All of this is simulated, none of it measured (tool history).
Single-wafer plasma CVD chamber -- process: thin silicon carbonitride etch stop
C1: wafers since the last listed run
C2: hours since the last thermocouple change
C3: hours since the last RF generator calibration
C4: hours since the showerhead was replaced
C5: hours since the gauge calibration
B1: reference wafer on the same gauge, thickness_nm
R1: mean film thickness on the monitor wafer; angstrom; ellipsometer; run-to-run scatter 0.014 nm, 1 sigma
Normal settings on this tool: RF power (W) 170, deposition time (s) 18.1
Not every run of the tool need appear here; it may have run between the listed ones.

{"run": 1, "day": 0.0, "RF power (W)": 170, "deposition time (s)": 18.1, "C1": 0, "C2": 1211.7, "C3": 989.5, "C4": 4727.5, "C5": 937.9, "B1": 8.082, "R1": 92.52}
{"run": 2, "day": 4.238, "RF power (W)": 170, "deposition time (s)": 18.1, "C1": 1809, "C2": 1313.4, "C3": 1091.2, "C4": 4829.2, "C5": 1039.6, "B1": 8.082, "R1": 92.53}
{"run": 3, "day": 7.138, "RF power (W)": 170, "deposition time (s)": 18.1, "C1": 1238, "C2": 1383, "C3": 1160.8, "C4": 4898.8, "C5": 1109.2, "B1": 8.077, "R1": 92.36}
{"run": 4, "day": 8.942, "RF power (W)": 170, "deposition time (s)": 18.1, "C1": 770, "C2": 1426.3, "C3": 1204.1, "C4": 4942.1, "C5": 1152.5, "B1": 8.082, "R1": 92.02}
{"day": 12.629, "done": "RF generator calibrated"}
{"run": 5, "day": 12.8, "RF power (W)": 190, "deposition time (s)": 18.1, "C1": 1505, "C2": 1518.9, "C3": 4.1, "C4": 5034.7, "C5": 1245.1, "B1": 8.076, "R1": 98.25}
{"run": 6, "day": 14.342, "RF power (W)": 190, "deposition time (s)": 15.5, "C1": 658, "C2": 1555.9, "C3": 41.1, "C4": 5071.7, "C5": 1282.1, "B1": 8.08, "R1": 84.19}
{"run": 7, "day": 18.629, "RF power (W)": 170, "deposition time (s)": 18.1, "C1": 1831, "C2": 1658.8, "C3": 144, "C4": 5174.6, "C5": 1385, "B1": 8.077, "R1": 93.23}
{"run": 8, "day": 21.296, "RF power (W)": 170, "deposition time (s)": 18.1, "C1": 1138, "C2": 1722.8, "C3": 208, "C4": 5238.6, "C5": 1449, "B1": 8.082, "R1": 92.89}
{"run": 9, "day": 26.167, "RF power (W)": 170, "deposition time (s)": 18.1, "C1": 2080, "C2": 1839.7, "C3": 324.9, "C4": 5355.5, "C5": 1565.9, "B1": 8.076, "R1": 92.73}
{"run": 10, "day": 28.179, "RF power (W)": 170, "deposition time (s)": 18.1, "C1": 859, "C2": 1888, "C3": 373.2, "C4": 5403.8, "C5": 1614.2, "B1": 8.079, "R1": 92.7}
{"run": 11, "day": 31.383, "RF power (W)": 170, "deposition time (s)": 18.1, "C1": 1368, "C2": 1964.9, "C3": 450.1, "C4": 5480.7, "C5": 1691.1, "B1": 8.08, "R1": 92.6}
{"run": 12, "day": 35.246, "RF power (W)": 170, "deposition time (s)": 18.1, "C1": 1649, "C2": 2057.6, "C3": 542.8, "C4": 5573.4, "C5": 1783.8, "B1": 8.083, "R1": 92.86}
{"run": 13, "day": 36.971, "RF power (W)": 160, "deposition time (s)": 18.1, "C1": 736, "C2": 2099, "C3": 584.2, "C4": 5614.8, "C5": 1825.2, "B1": 8.079, "R1": 89.78}
{"run": 14, "day": 39.825, "RF power (W)": 155, "deposition time (s)": 18.1, "C1": 1219, "C2": 2167.5, "C3": 652.7, "C4": 5683.3, "C5": 1893.7, "B1": 8.081, "R1": 88.59}
{"run": 15, "day": 42.717, "RF power (W)": 170, "deposition time (s)": 18.1, "C1": 1235, "C2": 2236.9, "C3": 722.1, "C4": 5752.7, "C5": 1963.1, "B1": 8.079, "R1": 92.54}
{"run": 16, "day": 44.4, "RF power (W)": 150, "deposition time (s)": 20.3, "C1": 718, "C2": 2277.3, "C3": 762.5, "C4": 5793.1, "C5": 2003.5, "B1": 8.075, "R1": 97.4}
{"run": 17, "day": 48.208, "RF power (W)": 150, "deposition time (s)": 17.1, "C1": 1626, "C2": 2368.7, "C3": 853.9, "C4": 5884.5, "C5": 2094.9, "B1": 8.079, "R1": 82.1}
{"run": 18, "day": 51.775, "RF power (W)": 170, "deposition time (s)": 18.1, "C1": 1523, "C2": 2454.3, "C3": 939.5, "C4": 5970.1, "C5": 2180.5, "B1": 8.077, "R1": 92.61}
{"run": 19, "day": 54.729, "RF power (W)": 145, "deposition time (s)": 19, "C1": 1261, "C2": 2525.2, "C3": 1010.4, "C4": 6041, "C5": 2251.4, "B1": 8.079, "R1": 89.33}
{"day": 55.9, "done": "thermocouple changed; heater temperature recalibrated"}
{"run": 20, "day": 56.579, "RF power (W)": 195, "deposition time (s)": 20, "C1": 647, "C2": 16.3, "C3": 1054.8, "C4": 6085.4, "C5": 2295.8, "B1": 8.083, "R1": 108.73}
{"day": 59.429, "done": "RF generator calibrated"}
{"run": 21, "day": 59.933, "RF power (W)": 195, "deposition time (s)": 20.6, "C1": 1290, "C2": 96.8, "C3": 12.1, "C4": 6165.9, "C5": 2376.3, "B1": 8.083, "R1": 113.09}
{"run": 22, "day": 62.108, "RF power (W)": 200, "deposition time (s)": 17.2, "C1": 928, "C2": 149, "C3": 64.3, "C4": 6218.1, "C5": 2428.5, "B1": 8.084, "R1": 95.54}
{"day": 69.462, "done": "showerhead replaced"}
{"day": 69.904, "done": "gauge calibrated"}
{"run": 23, "day": 74.092, "RF power (W)": 190, "deposition time (s)": 15.1, "C1": 4975, "C2": 436.6, "C3": 351.9, "C4": 111.1, "C5": 100.5, "B1": 8.082, "R1": 81.74}
{"run": 24, "day": 75.854, "RF power (W)": 185, "deposition time (s)": 20.7, "C1": 752, "C2": 478.9, "C3": 394.2, "C4": 153.4, "C5": 142.8, "B1": 8.082, "R1": 110.47}
{"run": 25, "day": 77.688, "RF power (W)": 170, "deposition time (s)": 18.1, "C1": 783, "C2": 522.9, "C3": 438.2, "C4": 197.4, "C5": 186.8, "B1": 8.08, "R1": 92.72}
{"run": 26, "day": 80.096, "RF power (W)": 170, "deposition time (s)": 18.1, "C1": 1028, "C2": 580.7, "C3": 496, "C4": 255.2, "C5": 244.6, "B1": 8.08, "R1": 92.45}
{"run": 27, "day": 84.017, "RF power (W)": 170, "deposition time (s)": 19.1, "C1": 1674, "C2": 674.8, "C3": 590.1, "C4": 349.3, "C5": 338.7, "B1": 8.087, "R1": 98.03}
{"run": 28, "day": 87.562, "RF power (W)": 150, "deposition time (s)": 16.4, "C1": 1514, "C2": 759.9, "C3": 675.2, "C4": 434.4, "C5": 423.8, "B1": 8.076, "R1": 78.61}
{"run": 29, "day": 89.258, "RF power (W)": 170, "deposition time (s)": 18.1, "C1": 724, "C2": 800.6, "C3": 715.9, "C4": 475.1, "C5": 464.5, "B1": 8.081, "R1": 92.86}
{"run": 30, "day": 91.138, "RF power (W)": 185, "deposition time (s)": 15.9, "C1": 802, "C2": 845.7, "C3": 761, "C4": 520.2, "C5": 509.6, "B1": 8.081, "R1": 84.74}
{"run": 31, "day": 93.783, "RF power (W)": 200, "deposition time (s)": 20.6, "C1": 1130, "C2": 909.2, "C3": 824.5, "C4": 583.7, "C5": 573.1, "B1": 8.083, "R1": 113.68}
{"run": 32, "day": 96.217, "RF power (W)": 170, "deposition time (s)": 18.1, "C1": 1039, "C2": 967.6, "C3": 882.9, "C4": 642.1, "C5": 631.5, "B1": 8.084, "R1": 92.35}

Take each entry between the runs: how does the hidden state at the last listed run before it differ from the hidden state at the first listed run after it?
Logged between run 4 and run 5: RF generator calibrated (day 12.629)
  delivered RF power above the setpoint (%): -1.93 -> -0.162
  measured less the result without the state, R1: -0.89 -> -0.08 angstrom
Logged between run 19 and run 20: thermocouple changed; heater temperature recalibrated (day 55.9)
  delivered RF power above the setpoint (%): -1.69 -> -1.76
  measured less the result without the state, R1: -0.76 -> -0.97 angstrom
Logged between run 20 and run 21: RF generator calibrated (day 59.429)
  delivered RF power above the setpoint (%): -1.76 -> -0.26
  measured less the result without the state, R1: -0.97 -> -0.14 angstrom
Logged between run 22 and run 23: showerhead replaced (day 69.462); gauge calibrated (day 69.904)
  delivered RF power above the setpoint (%): -0.34 -> -0.777
  measured less the result without the state, R1: -0.16 -> -0.31 angstrom

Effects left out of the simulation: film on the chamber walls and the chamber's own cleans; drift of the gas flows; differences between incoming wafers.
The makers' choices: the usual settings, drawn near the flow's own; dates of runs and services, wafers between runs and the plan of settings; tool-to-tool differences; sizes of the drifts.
